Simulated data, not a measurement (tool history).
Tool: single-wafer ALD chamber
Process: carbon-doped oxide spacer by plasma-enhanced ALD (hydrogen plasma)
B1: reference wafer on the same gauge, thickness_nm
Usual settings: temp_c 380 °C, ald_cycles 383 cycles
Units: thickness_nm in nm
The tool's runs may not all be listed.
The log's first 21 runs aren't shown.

Run 22, hour 255.7: usual settings but ald_cycles 347 cycles; B1 14.776. Result: thickness_nm 16.654 nm.
At hour 270.8: thermocouple changed; heater temperature recalibrated.
Run 23, hour 271.3: usual settings but temp_c 374 °C, ald_cycles 415 cycles; B1 14.805. Result: thickness_nm 19.898 nm.
Run 24, hour 285.2: usual settings; B1 14.811. Result: thickness_nm 18.371 nm.
Run 25, hour 298.2: usual settings but temp_c 368 °C, ald_cycles 436 cycles; B1 14.821. Result: thickness_nm 20.927 nm.
Run 26, hour 307.5: usual settings but temp_c 368 °C, ald_cycles 337 cycles; B1 14.844. Result: thickness_nm 16.161 nm.
Run 27, hour 322.5: usual settings; B1 14.855. Result: thickness_nm 18.449 nm.
Run 28, hour 333.0: usual settings but temp_c 393 °C, ald_cycles 347 cycles; B1 14.858. Result: thickness_nm 16.804 nm.
Run 29, hour 340.2: usual settings but temp_c 373 °C, ald_cycles 345 cycles; B1 14.860. Result: thickness_nm 16.585 nm.

Forecast run 30:
Run 30, hour 346.2: usual settings; B1 ?. Result: thickness_nm ?.

Run 30 gave B1 14.885, thickness_nm 18.405 nm.
Without the tool's hidden state the same run would have given thickness_nm 18.200 nm.
